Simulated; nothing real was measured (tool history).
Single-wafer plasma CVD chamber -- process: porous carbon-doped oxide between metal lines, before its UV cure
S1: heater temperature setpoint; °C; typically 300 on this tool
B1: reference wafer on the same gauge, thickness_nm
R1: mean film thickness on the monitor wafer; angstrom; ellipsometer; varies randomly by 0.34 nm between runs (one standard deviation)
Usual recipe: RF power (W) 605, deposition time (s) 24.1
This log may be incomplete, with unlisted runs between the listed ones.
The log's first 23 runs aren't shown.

-- hour=577.1 RF generator calibrated
run 24 hour=598.1 | S1=300 RF_power_(W)=605 deposition_time_(s)=24.1 | B1=158.916 | R1=1440.29
run 25 hour=694.4 | S1=300 RF_power_(W)=605 deposition_time_(s)=24.1 | B1=159.093 | R1=1443.52
run 26 hour=714.4 | S1=300 RF_power_(W)=500 deposition_time_(s)=20.9 | B1=159.156 | R1=1090.66
run 27 hour=747.6 | S1=300 RF_power_(W)=605 deposition_time_(s)=24.1 | B1=159.048 | R1=1451.46
run 28 hour=853.8 | S1=300 RF_power_(W)=605 deposition_time_(s)=24.1 | B1=159.092 | R1=1446.42
run 29 hour=876.1 | S1=300 RF_power_(W)=605 deposition_time_(s)=21.2 | B1=159.004 | R1=1280.07
run 30 hour=903.5 | S1=296 RF_power_(W)=660 deposition_time_(s)=24.1 | B1=159.177 | R1=1593.20
run 31 hour=937.5 | S1=295 RF_power_(W)=650 deposition_time_(s)=26.7 | B1=158.867 | R1=1743.19
run 32 hour=966.4 | S1=300 RF_power_(W)=605 deposition_time_(s)=24.1 | B1=159.114 | R1=1453.57
run 33 hour=980.4 | S1=309 RF_power_(W)=605 deposition_time_(s)=21.6 | B1=158.924 | R1=1233.73
run 34 hour=998.5 | S1=311 RF_power_(W)=605 deposition_time_(s)=27.0 | B1=158.945 | R1=1507.36

Below are 4 alternative next runs, each starting from the tool's condition after run 34. Predict each:
run A hour=998.9 | S1=300 RF_power_(W)=605 deposition_time_(s)=24.1 | B1=? | R1=?
run B hour=998.9 | S1=315 RF_power_(W)=490 deposition_time_(s)=27.7 | B1=? | R1=?
run C hour=998.9 | S1=314 RF_power_(W)=490 deposition_time_(s)=28.1 | B1=? | R1=?
run D hour=998.9 | S1=300 RF_power_(W)=640 deposition_time_(s)=24.1 | B1=? | R1=?

run=A B1=158.993 R1=1452.60
run=B B1=158.993 R1=1289.31
run=C B1=158.993 R1=1315.02
run=D B1=158.993 R1=1514.48
Take away the tool's hidden state, keep each run's random variation, and the runs would have read:
run=A R1=1447.11
run=B R1=1284.94
run=C R1=1310.55
run=D R1=1508.76
